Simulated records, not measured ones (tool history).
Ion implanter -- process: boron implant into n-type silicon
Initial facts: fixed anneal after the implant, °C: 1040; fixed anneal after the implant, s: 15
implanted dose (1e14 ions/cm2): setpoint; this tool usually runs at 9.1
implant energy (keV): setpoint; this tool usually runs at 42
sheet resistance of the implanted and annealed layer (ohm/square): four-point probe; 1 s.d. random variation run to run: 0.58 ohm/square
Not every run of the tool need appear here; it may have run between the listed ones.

run,hour,implanted dose (1e14 ions/cm2),implant energy (keV),wafers since the last listed run,hours since the last dose calibration,hours since the extraction supply was calibrated,hours since the gauge calibration,"read-back reference wafer on the same gauge, sheet resistance",sheet resistance of the implanted and annealed layer (ohm/square)
1,0,9.1,42,0,22.1,4106.8,703.6,114.13,114.12
2,38.8,9.1,42,602,60.9,4145.6,742.4,114.27,113.73
3,87.1,9.1,42,750,109.2,4193.9,790.7,114.32,115.77
4,139,9.1,42,806,161.1,4245.8,842.6,114.48,116.18
5,169,8.13,42,466,191.1,4275.8,872.6,114.67,126.81
6,237.1,8.13,42,1057,259.2,4343.9,940.7,114.67,126.85
7,297.2,11.17,52,933,319.3,4404,1000.8,114.86,96.15
8,358.9,11.17,52,958,381,4465.7,1062.5,115.15,96.41
9,388.3,10.81,42,456,410.4,4495.1,1091.9,115.2,101.22
10,414,10.81,42,399,436.1,4520.8,1117.6,115.4,101.05
11,465.2,9.1,42,795,487.3,4572,1168.8,115.58,116.13
12,496.2,9.1,42,481,518.3,4603,1199.8,115.62,116
13,563.8,9.1,32.5,1050,585.9,4670.6,1267.4,115.93,119.92
14,615.9,9.1,32.5,809,638,4722.7,1319.5,116.24,119.81
15,679.9,7.06,32.5,994,702,4786.7,1383.5,116.53,148.1
# hour 687.9: gauge calibrated
16,719.5,9.1,42,615,741.6,4826.3,31.6,113.05,113.7
17,751.8,10.32,30.5,501,773.9,4858.6,63.9,113.04,105.24
18,781.6,10.66,35,462,803.7,4888.4,93.7,112.99,101.39
19,829.9,9.1,42,750,852,4936.7,142,113.02,114.51
20,877.4,10.91,50,737,899.5,4984.2,189.5,113.07,96.57
21,944.9,10.35,29,1048,967,5051.7,257,113.1,106.44
22,974,10.21,29,452,996.1,5080.8,286.1,113.16,105.93
23,998.7,10.74,52.5,383,1020.8,5105.5,310.8,113.13,98.05
# hour 1029: extraction supply calibrated
24,1029.5,9.1,42,354,1051.6,0.5,341.6,113.25,114.39
# hour 1044.6: Faraday cup replaced and dose calibrated
25,1097.7,9.1,36.5,935,53.1,68.7,409.8,113.33,115.59
26,1191.2,8.13,42,1452,146.6,162.2,503.3,113.4,126.17
27,1262.8,11.03,30.5,1112,218.2,233.8,574.9,113.57,100.42
28,1297.7,10.59,55.5,542,253.1,268.7,609.8,113.62,98.93
29,1328,9.1,47.5,470,283.4,299,640.1,113.68,113.88

Here are 3 independent what-if runs from the current tool condition. What would each one return?
A,1328.4,9.1,42,6,283.8,299.4,640.5,?,?
B,1328.4,6.93,42,6,283.8,299.4,640.5,?,?
C,1328.4,9.1,34.5,6,283.8,299.4,640.5,?,?

run,"read-back reference wafer on the same gauge, sheet resistance",sheet resistance of the implanted and annealed layer (ohm/square)
A,113.64,114.49
B,113.64,142.84
C,113.64,116.27
What these runs would have given with no unlogged condition in the tool:
run,sheet resistance of the implanted and annealed layer (ohm/square)
A,113.79
B,141.97
C,115.57
